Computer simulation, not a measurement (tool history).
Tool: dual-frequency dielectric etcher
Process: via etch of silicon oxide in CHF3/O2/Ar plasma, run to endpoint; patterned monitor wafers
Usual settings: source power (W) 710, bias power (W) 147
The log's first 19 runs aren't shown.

run	hour	source power (W)	bias power (W)	incoming incoming film thickness, nm	endpoint time (s)
# hour 1063: upper electrode replaced
20	1063.5	770	182	433.8	205.1
21	1119.4	710	147	434.3	226.8
22	1189.4	710	147	435.3	223.9
23	1223.9	590	117	431.1	254.3
24	1274.3	650	160	435.7	229.2
# hour 1325.3: source power generator calibrated
25	1348.6	830	179	435.9	198.1
# hour 1509.6: wet clean of the chamber
26	1563.7	760	122	432.3	231.6
# hour 1633.6: bias power generator calibrated
27	1634.1	650	176	434.7	220.4
28	1830	540	135	431.7	253.1
29	1892.4	880	147	437.4	204.6
30	1931.3	850	119	435.1	214.7
31	1974.6	840	157	434.2	200.7
32	2037.9	530	173	436.2	233.9
# hour 2104.1: wet clean of the chamber
33	2104.6	840	135	435.2	218.5
34	2162.3	710	147	436.3	229.3
35	2217.1	860	117	435.9	223.3
36	2285.5	710	147	433	226.2

3 ways to go on from here, each from the tool as it stands after run 36. What would each give?
A	2286	710	147	437.1	?
B	2286	710	170	437.1	?
C	2286	840	124	437.1	?

run	endpoint time (s)
A	223.4
B	214.3
C	219.1
Without the tool's hidden state the same runs would have given:
run	endpoint time (s)
A	225.4
B	216.2
C	221
